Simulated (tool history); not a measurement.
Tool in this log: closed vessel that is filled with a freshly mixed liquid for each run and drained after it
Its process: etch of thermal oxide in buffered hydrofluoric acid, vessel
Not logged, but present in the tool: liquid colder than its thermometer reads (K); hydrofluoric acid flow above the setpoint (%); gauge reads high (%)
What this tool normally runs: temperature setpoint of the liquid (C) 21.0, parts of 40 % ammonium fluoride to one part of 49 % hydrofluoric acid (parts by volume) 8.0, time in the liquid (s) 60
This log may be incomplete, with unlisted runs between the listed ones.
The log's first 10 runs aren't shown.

run    hour  temperature setpoint of the liquid (C)  parts of 40 % ammonium fluoride to one part of 49 % hydrofluoric acid (parts by volume)  time in the liquid (s)  wafers since the last listed run  hours since the thermometer was replaced  hours since the hydrofluoric acid flow meter was replaced  hours since the gauge calibration  read-back film thickness of the thermal oxide reference wafer, read on the same gauge (nm)  thickness taken off the thermal oxide on a monitor wafer (Å)
 11   765.4                                    17.0                                                                                      8.0                      60                              7932                                    2471.7                                                     1698.8                             3008.7                                                                                      139.98                                                         512.3
 12   859.2                                    17.0                                                                                      9.0                      85                             10990                                    2565.5                                                     1792.6                             3102.5                                                                                      139.97                                                         626.4
      879.2  -- thermometer replaced
      930.6  -- hydrofluoric acid flow meter replaced
 13   950.7                                    21.0                                                                                      8.0                      60                             10486                                      71.5                                                       20.1                             3194.0                                                                                      140.00                                                         720.8
 14  1024.2                                    21.0                                                                                      8.0                      60                              8612                                     145.0                                                       93.6                             3267.5                                                                                      139.99                                                         718.5
 15  1128.1                                    21.0                                                                                      8.0                      60                             12174                                     248.9                                                      197.5                             3371.4                                                                                      140.02                                                         713.9
 16  1167.7                                    21.0                                                                                      8.0                      60                              4639                                     288.5                                                      237.1                             3411.0                                                                                      139.98                                                         711.0
 17  1299.4                                    21.0                                                                                      8.0                      60                             15431                                     420.2                                                      368.8                             3542.7                                                                                      139.98                                                         719.4
 18  1406.6                                    19.5                                                                                     10.0                      60                             12560                                     527.4                                                      476.0                             3649.9                                                                                      140.06                                                         533.8
 19  1444.7                                    17.5                                                                                      6.5                      60                              4464                                     565.5                                                      514.1                             3688.0                                                                                      139.95                                                         707.4
 20  1520.6                                    18.0                                                                                      6.5                      85                              8893                                     641.4                                                      590.0                             3763.9                                                                                      140.01                                                        1047.3
 21  1558.7                                    21.0                                                                                      8.0                      50                              4464                                     679.5                                                      628.1                             3802.0                                                                                      140.00                                                         589.3
 22  1600.5                                    24.5                                                                                      8.0                      90                              4897                                     721.3                                                      669.9                             3843.8                                                                                      139.99                                                        1284.8
 23  1692.7                                    21.0                                                                                     10.0                      75                             10803                                     813.5                                                      762.1                             3936.0                                                                                      139.99                                                         726.3
 24  1730.3                                    19.5                                                                                      7.0                      30                              4405                                     851.1                                                      799.7                             3973.6                                                                                      139.97                                                         370.8

Run 25 has not been measured yet. What should we expect?
     1797.9  -- gauge calibrated
 25  1832.0                                    25.0                                                                                     10.5                      70                             11916                                     952.8                                                      901.4                               34.1                                                                                           ?                                                             ?

{"run 25": {"read-back film thickness of the thermal oxide reference wafer, read on the same gauge (nm)": 139.99, "thickness taken off the thermal oxide on a monitor wafer (Å)": 803.6}}
Minus the tool's unlogged condition, the same run would have read thickness taken off the thermal oxide on a monitor wafer (Å) 847.1.
